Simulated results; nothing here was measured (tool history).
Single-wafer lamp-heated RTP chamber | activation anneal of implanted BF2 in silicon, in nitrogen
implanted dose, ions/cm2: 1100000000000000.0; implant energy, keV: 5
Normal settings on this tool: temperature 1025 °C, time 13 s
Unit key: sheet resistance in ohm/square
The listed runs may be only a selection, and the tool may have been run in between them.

run     day  temperature  time  read-back reference wafer on the same gauge, sheet resistance  sheet resistance
  1       0         1025    13                                                         214.02            234.27
  2   0.733         1025    13                                                         214.05            235.09
      1.188  -- gauge calibrated
      1.354  -- pyrometer window cleaned and pyrometer calibrated
  3   1.412         1025     9                                                            214            269.06
  4   2.592         1025     9                                                         213.93            266.07
  5   3.325         1025    16                                                         213.92            227.13
  6   3.883         1025    16                                                         213.86            226.03
  7   4.188         1025    16                                                         214.11            227.57
  8   4.542         1025    13                                                         213.93            239.05
  9   5.125         1025    13                                                         213.87            236.36
 10   5.775         1005    13                                                          213.9            289.38
      6.392  -- reflector plate cleaned
 11   6.412         1036    13                                                         214.09            229.78
      8.317  -- pyrometer window cleaned and pyrometer calibrated
 12   8.338         1025    13                                                         214.09            259.09
 13   8.679         1025    13                                                         214.04            258.04
 14   9.025         1025    13                                                         213.73            256.93
 15   9.517         1046    16                                                         213.94            207.72
 16  10.033         1025    16                                                         213.92            243.53
 17  10.362         1016    16                                                         214.02            261.92
 18  10.892         1025    13                                                         214.05            255.69
 19  11.621         1025    13                                                         214.22            254.24
 20  11.912         1040     6                                                         213.86            274.91
     12.342  -- gauge calibrated
 21    12.5         1013    13                                                         213.98            286.57
 22  13.029         1025    13                                                         213.98            253.92
 23  13.662         1052     9                                                         213.99            220.49
 24    14.3         1005    16                                                         214.15            290.28
 25  14.925         1025    21                                                          214.1            222.96
     15.388  -- pyrometer window cleaned and pyrometer calibrated
 26  15.429         1035     8                                                         214.07             267.3

Alternative continuations, all from the tool just after run 26; predict every row:
  A  15.446         1025    19                                                              ?                 ?
  B  15.446         1025    15                                                              ?                 ?
  C  15.446          996    17                                                              ?                 ?
  D  15.446         1037    13                                                              ?                 ?
  E  15.446         1049    16                                                              ?                 ?

run  read-back reference wafer on the same gauge, sheet resistance  sheet resistance
  A                                                         214.16            230.37
  B                                                         214.16            245.74
  C                                                         214.16            321.35
  D                                                         214.16            229.47
  E                                                         214.16            203.38
With the hidden condition removed and each run's random variation left untouched, the same runs would have given:
run  sheet resistance
  A            233.64
  B            249.88
  C             328.4
  D            233.01
  E            205.51
